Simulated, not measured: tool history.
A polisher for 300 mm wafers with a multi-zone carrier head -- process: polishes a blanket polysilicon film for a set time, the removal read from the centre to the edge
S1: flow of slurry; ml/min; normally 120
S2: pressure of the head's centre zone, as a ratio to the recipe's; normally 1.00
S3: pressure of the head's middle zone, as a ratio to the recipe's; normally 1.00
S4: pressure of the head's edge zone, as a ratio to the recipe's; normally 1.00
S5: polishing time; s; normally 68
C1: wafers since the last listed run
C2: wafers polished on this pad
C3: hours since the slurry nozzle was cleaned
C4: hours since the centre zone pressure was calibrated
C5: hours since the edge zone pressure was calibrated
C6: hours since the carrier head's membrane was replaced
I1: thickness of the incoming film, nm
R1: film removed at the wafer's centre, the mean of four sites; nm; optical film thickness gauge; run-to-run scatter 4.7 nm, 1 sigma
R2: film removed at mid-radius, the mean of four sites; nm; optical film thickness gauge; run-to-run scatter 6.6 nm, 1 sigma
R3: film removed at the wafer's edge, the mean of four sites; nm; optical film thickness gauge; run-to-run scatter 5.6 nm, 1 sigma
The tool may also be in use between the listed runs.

run 1 hour=0.0 | S1=120 S2=1.00 S3=1.00 S4=1.00 S5=68 | C1=0 C2=1053 C3=209.1 C4=1243.7 C5=388.5 C6=449.9 | I1=1984.9 | R1=432.4 R2=440.9 R3=430.5
-- hour=6.4 slurry nozzle cleaned
-- hour=16.3 worn pad replaced by a new one
run 2 hour=42.9 | S1=145 S2=1.00 S3=1.00 S4=1.00 S5=86 | C1=227 C2=159 C3=36.5 C4=1286.6 C5=431.4 C6=492.8 | I1=1988.4 | R1=593.8 R2=590.3 R3=571.0
-- hour=50.5 edge zone pressure recalibrated
run 3 hour=106.2 | S1=105 S2=1.00 S3=0.92 S4=0.94 S5=68 | C1=368 C2=528 C3=99.8 C4=1349.9 C5=55.7 C6=556.1 | I1=2003.6 | R1=418.0 R2=389.7 R3=399.5
-- hour=110.2 centre zone pressure recalibrated
run 4 hour=127.4 | S1=120 S2=1.00 S3=1.00 S4=1.00 S5=68 | C1=115 C2=644 C3=121.0 C4=17.2 C5=76.9 C6=577.3 | I1=2008.1 | R1=433.9 R2=442.5 R3=423.7
run 5 hour=161.0 | S1=120 S2=1.00 S3=1.00 S4=1.00 S5=68 | C1=202 C2=846 C3=154.6 C4=50.8 C5=110.5 C6=610.9 | I1=2008.3 | R1=423.3 R2=413.9 R3=416.3
run 6 hour=187.4 | S1=95 S2=1.00 S3=0.95 S4=1.00 S5=79 | C1=158 C2=1004 C3=181.0 C4=77.2 C5=136.9 C6=637.3 | I1=1986.2 | R1=466.8 R2=449.5 R3=459.9
run 7 hour=202.7 | S1=155 S2=1.00 S3=1.12 S4=1.00 S5=68 | C1=92 C2=1096 C3=196.3 C4=92.5 C5=152.2 C6=652.6 | I1=1984.9 | R1=449.9 R2=500.6 R3=430.2
run 8 hour=226.8 | S1=140 S2=0.91 S3=1.10 S4=0.89 S5=68 | C1=144 C2=1241 C3=220.4 C4=116.6 C5=176.3 C6=676.7 | I1=1968.9 | R1=404.6 R2=474.2 R3=403.9
-- hour=243.4 worn pad replaced by a new one
run 9 hour=243.9 | S1=105 S2=1.00 S3=1.00 S4=1.00 S5=89 | C1=78 C2=2 C3=237.5 C4=133.7 C5=193.4 C6=693.8 | I1=1981.3 | R1=594.3 R2=588.8 R3=583.9
-- hour=257.5 slurry nozzle cleaned
run 10 hour=274.3 | S1=160 S2=1.08 S3=1.09 S4=1.00 S5=52 | C1=176 C2=179 C3=16.8 C4=164.1 C5=223.8 C6=724.2 | I1=2016.8 | R1=395.7 R2=390.3 R3=353.5
run 11 hour=305.1 | S1=120 S2=1.00 S3=1.05 S4=1.00 S5=46 | C1=185 C2=364 C3=47.6 C4=194.9 C5=254.6 C6=755.0 | I1=2014.0 | R1=301.5 R2=308.6 R3=291.3
run 12 hour=336.9 | S1=120 S2=1.00 S3=1.05 S4=1.00 S5=46 | C1=191 C2=556 C3=79.4 C4=226.7 C5=286.4 C6=786.8 | I1=1971.4 | R1=288.7 R2=303.4 R3=292.6
run 13 hour=355.1 | S1=150 S2=1.00 S3=1.09 S4=0.89 S5=68 | C1=109 C2=665 C3=97.6 C4=244.9 C5=304.6 C6=805.0 | I1=1983.9 | R1=454.1 R2=484.9 R3=401.9
-- hour=365.0 carrier head's membrane replaced by a new one
run 14 hour=384.3 | S1=110 S2=1.00 S3=1.00 S4=1.00 S5=53 | C1=145 C2=811 C3=126.8 C4=274.1 C5=333.8 C6=19.3 | I1=1966.1 | R1=333.4 R2=335.0 R3=327.5
run 15 hour=400.9 | S1=120 S2=1.00 S3=1.00 S4=1.00 S5=88 | C1=99 C2=911 C3=143.4 C4=290.7 C5=350.4 C6=35.9 | I1=1964.2 | R1=562.4 R2=547.2 R3=532.9
run 16 hour=430.0 | S1=120 S2=1.00 S3=1.00 S4=1.00 S5=68 | C1=175 C2=1086 C3=172.5 C4=319.8 C5=379.5 C6=65.0 | I1=1998.0 | R1=431.9 R2=434.3 R3=405.1
-- hour=450.1 edge zone pressure recalibrated
-- hour=465.5 worn pad replaced by a new one
-- hour=465.7 slurry nozzle cleaned
run 17 hour=523.3 | S1=155 S2=1.11 S3=1.00 S4=1.03 S5=49 | C1=523 C2=346 C3=57.6 C4=413.1 C5=73.2 C6=158.3 | I1=1962.2 | R1=372.4 R2=337.7 R3=324.3
run 18 hour=535.7 | S1=95 S2=1.00 S3=1.00 S4=1.00 S5=68 | C1=74 C2=420 C3=70.0 C4=425.5 C5=85.6 C6=170.7 | I1=2017.8 | R1=402.6 R2=412.2 R3=419.1
run 19 hour=562.5 | S1=120 S2=1.00 S3=1.00 S4=1.00 S5=87 | C1=161 C2=581 C3=96.8 C4=452.3 C5=112.4 C6=197.5 | I1=2003.7 | R1=560.1 R2=554.7 R3=546.9
run 20 hour=578.3 | S1=85 S2=1.00 S3=1.05 S4=1.00 S5=84 | C1=95 C2=677 C3=112.6 C4=468.1 C5=128.2 C6=213.3 | I1=2003.9 | R1=473.0 R2=507.0 R3=494.9
run 21 hour=592.6 | S1=120 S2=1.09 S3=1.00 S4=0.97 S5=68 | C1=86 C2=763 C3=126.9 C4=482.4 C5=142.5 C6=227.6 | I1=1983.8 | R1=468.2 R2=424.7 R3=421.8

What if the next run were any one of these 5? Each begins from the tool's condition after run 21:
run A hour=593.0 | S1=120 S2=1.00 S3=1.00 S4=1.00 S5=68 | C1=2 C2=765 C3=127.3 C4=482.8 C5=142.9 C6=228.0 | I1=1969.7 | R1=? R2=? R3=?
run B hour=593.0 | S1=120 S2=1.04 S3=1.00 S4=1.08 S5=82 | C1=2 C2=765 C3=127.3 C4=482.8 C5=142.9 C6=228.0 | I1=1969.7 | R1=? R2=? R3=?
run C hour=593.0 | S1=135 S2=1.00 S3=1.00 S4=1.04 S5=68 | C1=2 C2=765 C3=127.3 C4=482.8 C5=142.9 C6=228.0 | I1=1969.7 | R1=? R2=? R3=?
run D hour=593.0 | S1=150 S2=0.96 S3=1.00 S4=1.05 S5=86 | C1=2 C2=765 C3=127.3 C4=482.8 C5=142.9 C6=228.0 | I1=1969.7 | R1=? R2=? R3=?
run E hour=593.0 | S1=120 S2=0.96 S3=1.00 S4=1.00 S5=68 | C1=2 C2=765 C3=127.3 C4=482.8 C5=142.9 C6=228.0 | I1=1969.7 | R1=? R2=? R3=?

run=A R1=432.2 R2=436.4 R3=421.5
run=B R1=541.6 R2=526.0 R3=527.8
run=C R1=445.8 R2=448.3 R3=437.9
run=D R1=555.1 R2=579.6 R3=565.1
run=E R1=415.3 R2=436.4 R3=421.5
The same runs, with their run-to-run variation unchanged, on a tool lacking any hidden condition would have given:
run=A R1=469.8 R2=474.3 R3=458.1
run=B R1=588.8 R2=571.8 R3=573.8
run=C R1=484.6 R2=487.4 R3=476.0
run=D R1=603.4 R2=630.0 R3=614.2
run=E R1=451.5 R2=474.4 R3=458.1
